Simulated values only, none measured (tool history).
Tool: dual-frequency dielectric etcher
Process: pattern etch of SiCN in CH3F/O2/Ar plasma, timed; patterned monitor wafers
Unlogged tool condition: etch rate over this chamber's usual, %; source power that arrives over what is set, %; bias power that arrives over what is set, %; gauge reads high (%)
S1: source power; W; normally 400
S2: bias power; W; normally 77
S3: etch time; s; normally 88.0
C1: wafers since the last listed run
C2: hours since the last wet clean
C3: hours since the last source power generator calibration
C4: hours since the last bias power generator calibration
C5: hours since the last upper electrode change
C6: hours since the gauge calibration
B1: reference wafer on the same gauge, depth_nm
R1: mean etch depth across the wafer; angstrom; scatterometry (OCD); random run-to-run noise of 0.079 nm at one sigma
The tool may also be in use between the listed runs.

run	hour	S1	S2	S3	C1	C2	C3	C4	C5	C6	B1	R1
1	0.0	400	89	88.0	0	486.3	1325.9	3925.9	2973.6	219.9	27.21	333.6
2	81.0	400	89	88.0	1086	567.3	1406.9	4006.9	3054.6	300.9	27.21	331.2
# hour 123.8: wet clean of the chamber
3	124.3	320	77	88.0	258	0.5	1450.2	4050.2	3097.9	344.2	27.20	301.0
4	133.7	320	77	88.0	126	9.9	1459.6	4059.6	3107.3	353.6	27.21	300.7
5	154.4	320	77	88.0	277	30.6	1480.3	4080.3	3128.0	374.3	27.20	300.4
# hour 158.0: gauge calibrated
6	174.9	400	77	88.0	275	51.1	1500.8	4100.8	3148.5	16.9	27.20	326.4
7	210.8	400	77	88.0	481	87.0	1536.7	4136.7	3184.4	52.8	27.20	326.0
# hour 217.3: bias power generator calibrated
# hour 239.3: upper electrode replaced, of another model than before
8	239.8	400	77	88.0	40	116.0	1565.7	22.5	0.5	81.8	27.20	324.7
9	255.2	400	77	88.0	206	131.4	1581.1	37.9	15.9	97.2	27.20	323.7
10	276.8	400	77	88.0	289	153.0	1602.7	59.5	37.5	118.8	27.21	324.3
11	290.4	340	65	101.5	182	166.6	1616.3	73.1	51.1	132.4	27.21	336.8
12	302.8	330	59	71.0	166	179.0	1628.7	85.5	63.5	144.8	27.20	226.1
# hour 310.9: source power generator calibrated
13	337.2	400	87	80.5	407	213.4	26.3	119.9	97.9	179.2	27.20	310.6
14	366.1	400	77	113.5	387	242.3	55.2	148.8	126.8	208.1	27.21	417.2
15	383.3	400	89	88.0	230	259.5	72.4	166.0	144.0	225.3	27.21	341.4
16	399.0	400	92	104.5	210	275.2	88.1	181.7	159.7	241.0	27.21	410.5

Forecast each of these 4 alternatives for the next run:
A	399.4	440	77	88.0	5	275.6	88.5	182.1	160.1	241.4	?	?
B	399.4	310	65	88.0	5	275.6	88.5	182.1	160.1	241.4	?	?
C	399.4	490	72	88.0	5	275.6	88.5	182.1	160.1	241.4	?	?
D	399.4	400	84	88.0	5	275.6	88.5	182.1	160.1	241.4	?	?

run	B1	R1
A	27.19	330.4
B	27.19	286.5
C	27.19	330.7
D	27.19	334.1
With no hidden state in the tool, these same runs would have given:
run	R1
A	333.3
B	289.0
C	333.6
D	337.0
